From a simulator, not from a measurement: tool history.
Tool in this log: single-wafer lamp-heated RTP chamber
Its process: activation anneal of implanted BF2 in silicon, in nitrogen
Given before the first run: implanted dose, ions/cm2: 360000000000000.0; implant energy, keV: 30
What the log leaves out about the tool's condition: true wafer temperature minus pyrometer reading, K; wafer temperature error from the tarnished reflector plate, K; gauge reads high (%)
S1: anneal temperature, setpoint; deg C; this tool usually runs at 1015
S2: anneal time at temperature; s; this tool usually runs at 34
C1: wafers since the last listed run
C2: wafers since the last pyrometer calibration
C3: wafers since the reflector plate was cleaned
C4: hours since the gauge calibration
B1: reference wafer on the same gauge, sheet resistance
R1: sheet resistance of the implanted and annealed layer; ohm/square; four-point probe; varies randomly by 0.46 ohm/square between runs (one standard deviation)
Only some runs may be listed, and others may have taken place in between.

run,day,S1,S2,C1,C2,C3,C4,B1,R1
1,0.000,1034,34,0,1254,940,747.0,283.05,302.15
2,3.671,1034,34,672,1927,1613,835.1,282.95,301.91
3,7.996,1034,34,792,2720,2406,938.9,282.92,302.15
# day 11.192: reflector plate cleaned
4,11.921,1015,22,658,3379,133,1033.1,282.98,304.86
5,14.717,1015,34,512,3891,645,1100.2,282.98,303.23
6,18.671,998,25,724,4616,1370,1195.1,282.99,307.47
# day 19.692: pyrometer window cleaned and pyrometer calibrated
7,22.888,1015,39,711,585,2082,1296.3,283.15,302.61
8,26.542,1015,39,669,1255,2752,1384.0,283.12,302.29
9,29.138,1015,39,475,1731,3228,1446.3,282.86,303.71
# day 30.417: reflector plate cleaned
10,31.871,1038,34,439,2171,266,1511.9,282.88,301.26
11,33.429,1008,34,285,2457,552,1549.3,283.07,303.98
12,37.200,1008,34,691,3148,1243,1639.8,282.81,304.83
13,39.183,1008,34,363,3512,1607,1687.4,282.87,304.89
14,42.367,1015,18,583,4095,2191,1763.8,282.92,305.89
15,43.942,1029,34,288,4384,2479,1801.6,282.99,302.83
16,45.821,1035,48,344,4729,2824,1846.7,283.03,299.21
# day 46.567: pyrometer window cleaned and pyrometer calibrated
# day 46.954: gauge calibrated
# day 48.954: reflector plate cleaned
17,50.150,988,34,671,596,219,76.7,282.93,308.52
18,53.804,1015,34,669,1266,889,164.4,282.96,302.99
19,57.129,1029,19,609,1875,1498,244.2,283.04,305.41
20,61.308,1015,25,766,2641,2264,344.5,282.98,304.99
21,63.012,1039,34,312,2954,2577,385.4,282.95,300.27
22,65.138,1038,29,389,3343,2966,436.4,283.15,302.38
# day 66.567: reflector plate cleaned
# day 69.392: pyrometer window cleaned and pyrometer calibrated
23,69.412,1015,34,661,3,460,539.0,283.20,303.41
24,71.046,1015,34,299,303,759,578.2,282.81,304.18
25,73.846,987,52,513,816,1273,645.4,283.30,306.00
26,75.367,1037,49,278,1095,1551,681.9,282.93,298.93
27,77.808,999,28,447,1542,1999,740.5,282.88,306.60
28,81.446,988,26,666,2209,2666,827.8,283.18,309.47

3 ways to go on from here, each from the tool as it stands after run 28. What would each give?
A,81.462,1015,34,3,2212,2669,828.2,?,?
B,81.462,1040,24,3,2212,2669,828.2,?,?
C,81.462,1036,34,3,2212,2669,828.2,?,?

run,B1,R1
A,283.09,304.03
B,283.09,303.65
C,283.09,301.90
The same runs, with their run-to-run variation unchanged, on a tool lacking any hidden condition would have given:
run,R1
A,304.03
B,303.65
C,301.90
